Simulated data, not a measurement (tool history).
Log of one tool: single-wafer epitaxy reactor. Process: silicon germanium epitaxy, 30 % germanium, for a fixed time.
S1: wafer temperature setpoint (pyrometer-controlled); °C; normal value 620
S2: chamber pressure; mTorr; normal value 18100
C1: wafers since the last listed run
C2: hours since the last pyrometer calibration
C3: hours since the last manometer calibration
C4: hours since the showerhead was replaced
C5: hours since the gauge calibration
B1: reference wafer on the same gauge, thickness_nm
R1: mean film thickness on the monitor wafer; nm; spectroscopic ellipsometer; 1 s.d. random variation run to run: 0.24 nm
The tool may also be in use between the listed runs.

run	day	S1	S2	C1	C2	C3	C4	C5	B1	R1
1	0	631	19200	0	2018.8	1662.7	4363.4	414	92.026	105.354
2	0.521	631	19200	197	2031.3	1675.2	4375.9	426.5	91.876	105.714
3	1.162	631	19200	243	2046.7	1690.6	4391.3	441.9	92.044	105.319
4	3.454	620	19800	868	2101.7	1745.6	4446.3	496.9	92.036	85.929
5	4.3	620	14800	320	2122	1765.9	4466.6	517.2	92.09	78.201
6	5.762	620	14800	554	2157.1	1801	4501.7	552.3	91.95	77.915
7	6.742	620	14800	371	2180.6	1824.5	4525.2	575.8	92.04	78.442
8	7.246	620	18100	191	2192.7	1836.6	4537.3	587.9	91.997	83.057
9	8.3	620	20400	399	2218	1861.9	4562.6	613.2	91.962	87.153
10	8.842	620	20400	205	2231	1874.9	4575.6	626.2	91.96	87.221
11	10	620	18100	439	2258.8	1902.7	4603.4	654	91.901	84.087
12	11.417	620	18100	536	2292.8	1936.7	4637.4	688	91.989	83.196
13	12.692	620	18100	483	2323.4	1967.3	4668	718.6	91.937	83.539
14	13.492	620	18100	303	2342.6	1986.5	4687.2	737.8	91.949	83.223
15	14.667	620	18100	445	2370.8	2014.7	4715.4	766	91.951	83.69
16	15.979	620	18100	497	2402.3	2046.2	4746.9	797.5	92	83.734
17	16.971	620	18100	375	2426.1	2070	4770.7	821.3	91.892	83.498
# day 17.771: pyrometer calibrated
18	17.788	628	15200	183	0.4	2089.6	4790.3	840.9	92.113	83.193
19	18.433	620	19800	244	15.9	2105.1	4805.8	856.4	91.991	77.575
20	19.188	616	16400	285	34	2123.2	4823.9	874.5	91.911	67.629
21	20.254	616	22400	404	59.6	2148.8	4849.5	900.1	92.03	75.161
22	21.342	607	18100	412	85.7	2174.9	4875.6	926.2	91.955	57.757
# day 21.504: gauge calibrated
# day 22.821: capacitance manometer re-zeroed and calibrated
# day 22.862: pyrometer calibrated, repeated, since the last time left the tool worse
23	22.883	620	18100	440	0.5	1.5	4912.6	33.1	91.979	79.801
24	24.167	620	18100	486	31.3	32.3	4943.4	63.9	91.912	80.689
# day 24.783: showerhead replaced
25	25.492	627	22000	375	63.1	64.1	17	95.7	91.941	99.058
26	26.683	620	18100	451	91.7	92.7	45.6	124.3	91.916	81.302
27	29.629	620	18100	1116	162.4	163.4	116.3	195	92.013	80.704
28	30.483	620	19900	323	182.9	183.9	136.8	215.5	92.151	83.889
29	31.542	630	21800	401	208.3	209.3	162.2	240.9	91.99	105.73
30	32.421	606	19600	333	229.4	230.4	183.3	262	92.114	62.976
31	33.754	633	20300	505	261.4	262.4	215.3	294	91.933	109.206
32	34.275	634	15100	197	273.9	274.9	227.8	306.5	92.005	100.673

Across each entry between runs, compare the hidden state at the last listed run before it with the hidden state at the first listed run after it:
Between runs 17 and 18: pyrometer calibrated (day 17.771)
  wafer temperature above the value expected at the setpoint (K): 1.6 -> -3.6
  measured result minus the result with no hidden state, R1: +2.615 -> -6.084 nm
Between runs 22 and 23: gauge calibrated (day 21.504); capacitance manometer re-zeroed and calibrated (day 22.821); pyrometer calibrated, repeated, since the last time left the tool worse (day 22.862)
  wafer temperature above the value expected at the setpoint (K): -3.37 -> -0.354
  measured result minus the result with no hidden state, R1: -4.167 -> -0.565 nm
Between runs 24 and 25: showerhead replaced (day 24.783)
  wafer temperature above the value expected at the setpoint (K): -0.267 -> -0.181
  measured result minus the result with no hidden state, R1: -0.43 -> -0.351 nm

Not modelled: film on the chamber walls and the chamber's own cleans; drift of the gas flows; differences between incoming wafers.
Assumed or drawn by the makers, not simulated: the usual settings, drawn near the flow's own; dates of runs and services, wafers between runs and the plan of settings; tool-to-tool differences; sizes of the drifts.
